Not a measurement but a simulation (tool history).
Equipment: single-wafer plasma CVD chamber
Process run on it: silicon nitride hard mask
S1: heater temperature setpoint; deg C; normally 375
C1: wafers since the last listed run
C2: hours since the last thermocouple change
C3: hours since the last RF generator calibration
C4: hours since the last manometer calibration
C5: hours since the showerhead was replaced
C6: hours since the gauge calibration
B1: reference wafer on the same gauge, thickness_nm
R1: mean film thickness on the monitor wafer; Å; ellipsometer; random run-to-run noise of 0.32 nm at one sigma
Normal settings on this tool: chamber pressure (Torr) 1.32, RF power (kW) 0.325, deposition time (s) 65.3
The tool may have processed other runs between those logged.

run 1 day=0.000 | S1=375 chamber_pressure_(Torr)=1.32 RF_power_(kW)=0.325 deposition_time_(s)=65.3 | C1=0 C2=2061.7 C3=1046.4 C4=777.9 C5=6300.3 C6=328.0 | B1=78.295 | R1=751.61
run 2 day=1.950 | S1=375 chamber_pressure_(Torr)=1.32 RF_power_(kW)=0.325 deposition_time_(s)=65.3 | C1=941 C2=2108.5 C3=1093.2 C4=824.7 C5=6347.1 C6=374.8 | B1=78.247 | R1=757.87
run 3 day=4.658 | S1=375 chamber_pressure_(Torr)=1.32 RF_power_(kW)=0.325 deposition_time_(s)=65.3 | C1=1308 C2=2173.5 C3=1158.2 C4=889.7 C5=6412.1 C6=439.8 | B1=78.328 | R1=753.55
run 4 day=6.438 | S1=375 chamber_pressure_(Torr)=1.32 RF_power_(kW)=0.325 deposition_time_(s)=65.3 | C1=859 C2=2216.2 C3=1200.9 C4=932.4 C5=6454.8 C6=482.5 | B1=78.296 | R1=754.66
run 5 day=7.567 | S1=375 chamber_pressure_(Torr)=1.32 RF_power_(kW)=0.300 deposition_time_(s)=65.3 | C1=545 C2=2243.3 C3=1228.0 C4=959.5 C5=6481.9 C6=509.6 | B1=78.327 | R1=697.93
-- day=9.488 gauge calibrated
run 6 day=9.800 | S1=375 chamber_pressure_(Torr)=1.32 RF_power_(kW)=0.300 deposition_time_(s)=65.3 | C1=1078 C2=2296.9 C3=1281.6 C4=1013.1 C5=6535.5 C6=7.5 | B1=78.212 | R1=695.27
run 7 day=11.304 | S1=375 chamber_pressure_(Torr)=1.32 RF_power_(kW)=0.325 deposition_time_(s)=65.3 | C1=726 C2=2333.0 C3=1317.7 C4=1049.2 C5=6571.6 C6=43.6 | B1=78.329 | R1=755.35
run 8 day=12.496 | S1=375 chamber_pressure_(Torr)=1.32 RF_power_(kW)=0.325 deposition_time_(s)=65.3 | C1=575 C2=2361.6 C3=1346.3 C4=1077.8 C5=6600.2 C6=72.2 | B1=78.298 | R1=751.11
run 9 day=14.421 | S1=375 chamber_pressure_(Torr)=1.32 RF_power_(kW)=0.325 deposition_time_(s)=65.3 | C1=929 C2=2407.8 C3=1392.5 C4=1124.0 C5=6646.4 C6=118.4 | B1=78.330 | R1=751.60
run 10 day=17.279 | S1=375 chamber_pressure_(Torr)=1.32 RF_power_(kW)=0.325 deposition_time_(s)=65.3 | C1=1380 C2=2476.4 C3=1461.1 C4=1192.6 C5=6715.0 C6=187.0 | B1=78.301 | R1=753.06
run 11 day=18.771 | S1=375 chamber_pressure_(Torr)=1.32 RF_power_(kW)=0.325 deposition_time_(s)=65.3 | C1=720 C2=2512.2 C3=1496.9 C4=1228.4 C5=6750.8 C6=222.8 | B1=78.286 | R1=750.35
-- day=19.196 RF generator calibrated
run 12 day=21.338 | S1=375 chamber_pressure_(Torr)=1.63 RF_power_(kW)=0.270 deposition_time_(s)=65.3 | C1=1078 C2=2573.8 C3=51.4 C4=1290.0 C5=6812.4 C6=284.4 | B1=78.250 | R1=681.07
-- day=21.983 capacitance manometer re-zeroed and calibrated
-- day=22.788 thermocouple changed; heater temperature recalibrated
run 13 day=22.808 | S1=375 chamber_pressure_(Torr)=1.32 RF_power_(kW)=0.325 deposition_time_(s)=65.3 | C1=388 C2=0.5 C3=86.7 C4=19.8 C5=6847.7 C6=319.7 | B1=78.258 | R1=776.26
run 14 day=25.358 | S1=390 chamber_pressure_(Torr)=1.32 RF_power_(kW)=0.325 deposition_time_(s)=60.2 | C1=1231 C2=61.7 C3=147.9 C4=81.0 C5=6908.9 C6=380.9 | B1=78.346 | R1=705.93
run 15 day=27.546 | S1=375 chamber_pressure_(Torr)=1.32 RF_power_(kW)=0.325 deposition_time_(s)=76.2 | C1=1056 C2=114.2 C3=200.4 C4=133.5 C5=6961.4 C6=433.4 | B1=78.282 | R1=900.94
run 16 day=28.838 | S1=375 chamber_pressure_(Torr)=1.22 RF_power_(kW)=0.280 deposition_time_(s)=65.3 | C1=623 C2=145.2 C3=231.4 C4=164.5 C5=6992.4 C6=464.4 | B1=78.320 | R1=647.99
-- day=29.804 showerhead replaced
run 17 day=31.279 | S1=369 chamber_pressure_(Torr)=1.32 RF_power_(kW)=0.325 deposition_time_(s)=77.3 | C1=1018 C2=203.8 C3=290.0 C4=223.1 C5=35.4 C6=523.0 | B1=78.257 | R1=910.44
run 18 day=34.062 | S1=375 chamber_pressure_(Torr)=1.32 RF_power_(kW)=0.325 deposition_time_(s)=65.3 | C1=1344 C2=270.6 C3=356.8 C4=289.9 C5=102.2 C6=589.8 | B1=78.279 | R1=768.01
-- day=34.221 gauge calibrated
run 19 day=36.821 | S1=371 chamber_pressure_(Torr)=1.32 RF_power_(kW)=0.325 deposition_time_(s)=65.3 | C1=1332 C2=336.8 C3=423.0 C4=356.1 C5=168.4 C6=62.4 | B1=78.301 | R1=767.52
run 20 day=39.492 | S1=375 chamber_pressure_(Torr)=1.23 RF_power_(kW)=0.305 deposition_time_(s)=65.3 | C1=1290 C2=400.9 C3=487.1 C4=420.2 C5=232.5 C6=126.5 | B1=78.294 | R1=710.14
run 21 day=40.625 | S1=362 chamber_pressure_(Torr)=1.32 RF_power_(kW)=0.325 deposition_time_(s)=65.3 | C1=547 C2=428.1 C3=514.3 C4=447.4 C5=259.7 C6=153.7 | B1=78.269 | R1=760.87
run 22 day=43.271 | S1=368 chamber_pressure_(Torr)=1.32 RF_power_(kW)=0.325 deposition_time_(s)=65.3 | C1=1277 C2=491.6 C3=577.8 C4=510.9 C5=323.2 C6=217.2 | B1=78.312 | R1=755.16

Take each entry between the runs: how does the hidden state at the last listed run before it differ from the hidden state at the first listed run after it?
Between runs 5 and 6: gauge calibrated (day 9.488)
  delivered RF power above the setpoint (%): -4.18 -> -4.21
  measured less the result without the state, R1: -29.08 -> -29.21 Å
Between runs 11 and 12: RF generator calibrated (day 19.196)
  delivered RF power above the setpoint (%): -4.31 -> -0.677
  measured less the result without the state, R1: -31.31 -> -4.58 Å
Between runs 12 and 13: capacitance manometer re-zeroed and calibrated (day 21.983); thermocouple changed; heater temperature recalibrated (day 22.788)
  delivered RF power above the setpoint (%): -0.677 -> -0.94
  measured less the result without the state, R1: -4.58 -> -6.78 Å
Between runs 16 and 17: showerhead replaced (day 29.804)
  delivered RF power above the setpoint (%): -1.83 -> -2.13
  measured less the result without the state, R1: -11.98 -> -18.25 Å
Between runs 18 and 19: gauge calibrated (day 34.221)
  delivered RF power above the setpoint (%): -2.42 -> -2.67
  measured less the result without the state, R1: -17.55 -> -19.42 Å
